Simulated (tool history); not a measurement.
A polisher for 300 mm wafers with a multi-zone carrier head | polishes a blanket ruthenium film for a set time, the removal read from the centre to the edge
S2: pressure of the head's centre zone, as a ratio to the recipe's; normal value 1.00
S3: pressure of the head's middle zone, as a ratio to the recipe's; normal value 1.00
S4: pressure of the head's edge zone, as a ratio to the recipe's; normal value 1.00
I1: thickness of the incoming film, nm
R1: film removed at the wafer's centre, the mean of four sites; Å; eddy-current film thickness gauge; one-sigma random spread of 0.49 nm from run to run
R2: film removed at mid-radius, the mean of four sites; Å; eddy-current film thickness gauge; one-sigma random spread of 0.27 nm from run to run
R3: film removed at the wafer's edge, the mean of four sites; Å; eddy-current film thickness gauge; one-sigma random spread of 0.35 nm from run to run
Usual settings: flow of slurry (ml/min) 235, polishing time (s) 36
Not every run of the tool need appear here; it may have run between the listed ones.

Run 1, hour 0.0: usual settings but flow of slurry (ml/min) 190; I1 344.5. Result: R1 415 Å, R2 387 Å, R3 421 Å.
Run 2, hour 86.2: usual settings but flow of slurry (ml/min) 190; I1 348.3. Result: R1 416 Å, R2 385 Å, R3 419 Å.
Run 3, hour 169.4: usual settings but flow of slurry (ml/min) 180; I1 345.2. Result: R1 425 Å, R2 382 Å, R3 418 Å.
Run 4, hour 222.6: usual settings but flow of slurry (ml/min) 180; I1 345.2. Result: R1 424 Å, R2 389 Å, R3 416 Å.
Run 5, hour 278.8: usual settings; I1 349.7. Result: R1 431 Å, R2 400 Å, R3 426 Å.
Run 6, hour 338.5: usual settings; I1 343.0. Result: R1 432 Å, R2 396 Å, R3 424 Å.
Run 7, hour 382.2: usual settings; I1 349.9. Result: R1 427 Å, R2 398 Å, R3 427 Å.
Run 8, hour 469.3: usual settings; I1 350.0. Result: R1 427 Å, R2 399 Å, R3 419 Å.
Run 9, hour 505.4: usual settings; I1 347.0. Result: R1 433 Å, R2 405 Å, R3 426 Å.
Run 10, hour 548.3: usual settings; I1 357.4. Result: R1 429 Å, R2 398 Å, R3 423 Å.
Run 11, hour 599.8: usual settings but flow of slurry (ml/min) 180, polishing time (s) 41; I1 348.5. Result: R1 474 Å, R2 440 Å, R3 471 Å.
Run 12, hour 649.8: usual settings but S3 0.90; I1 344.7. Result: R1 426 Å, R2 363 Å, R3 426 Å.
Run 13, hour 702.7: usual settings but S2 0.90; I1 353.9. Result: R1 395 Å, R2 402 Å, R3 423 Å.
Run 14, hour 810.4: usual settings but flow of slurry (ml/min) 305, S2 1.05, polishing time (s) 29; I1 350.2. Result: R1 377 Å, R2 333 Å, R3 352 Å.
Run 15, hour 849.6: usual settings; I1 353.3. Result: R1 423 Å, R2 402 Å, R3 428 Å.
Run 16, hour 1099.2: usual settings; I1 348.3. Result: R1 437 Å, R2 395 Å, R3 434 Å.
Run 17, hour 1182.4: usual settings but S2 0.92; I1 348.6. Result: R1 399 Å, R2 398 Å, R3 425 Å.
Run 18, hour 1242.9: usual settings but S2 1.05, polishing time (s) 31; I1 356.3. Result: R1 390 Å, R2 346 Å, R3 368 Å.
Run 19, hour 1342.6: usual settings; I1 349.9. Result: R1 432 Å, R2 394 Å, R3 427 Å.
Run 20, hour 1417.0: usual settings but flow of slurry (ml/min) 210; I1 351.2. Result: R1 428 Å, R2 394 Å, R3 420 Å.
Run 21, hour 1513.8: usual settings but flow of slurry (ml/min) 255, S3 1.05, polishing time (s) 27; I1 349.1. Result: R1 322 Å, R2 313 Å, R3 321 Å.

The log once held 13 entries between its listed runs, left out of this copy. Where does each go, and what is different about the tool's unlogged condition between the listed run before it and the listed run after it?
From run 1 to run 2: worn pad replaced by a new one (hour 60.2); slurry nozzle cleaned (hour 66.6)
  no hidden state differs between the two runs
From run 4 to run 5: edge zone pressure recalibrated (hour 233.9)
  no hidden state differs between the two runs
From run 6 to run 7: worn pad replaced by a new one (hour 345.3)
  no hidden state differs between the two runs
From run 7 to run 8: slurry nozzle cleaned (hour 430.1); centre zone pressure recalibrated (hour 468.8)
  no hidden state differs between the two runs
From run 11 to run 12: worn pad replaced by a new one (hour 620.3)
  no hidden state differs between the two runs
From run 14 to run 15: slurry nozzle cleaned (hour 812.8)
  no hidden state differs between the two runs
From run 15 to run 16: carrier head's membrane replaced by a new one (hour 928.7); worn pad replaced by a new one (hour 964.7); edge zone pressure recalibrated (hour 1066.7)
  no hidden state differs between the two runs
From run 16 to run 17: slurry nozzle cleaned (hour 1170.2)
  no hidden state differs between the two runs
From run 18 to run 19: worn pad replaced by a new one (hour 1265.5)
  no hidden state differs between the two runs

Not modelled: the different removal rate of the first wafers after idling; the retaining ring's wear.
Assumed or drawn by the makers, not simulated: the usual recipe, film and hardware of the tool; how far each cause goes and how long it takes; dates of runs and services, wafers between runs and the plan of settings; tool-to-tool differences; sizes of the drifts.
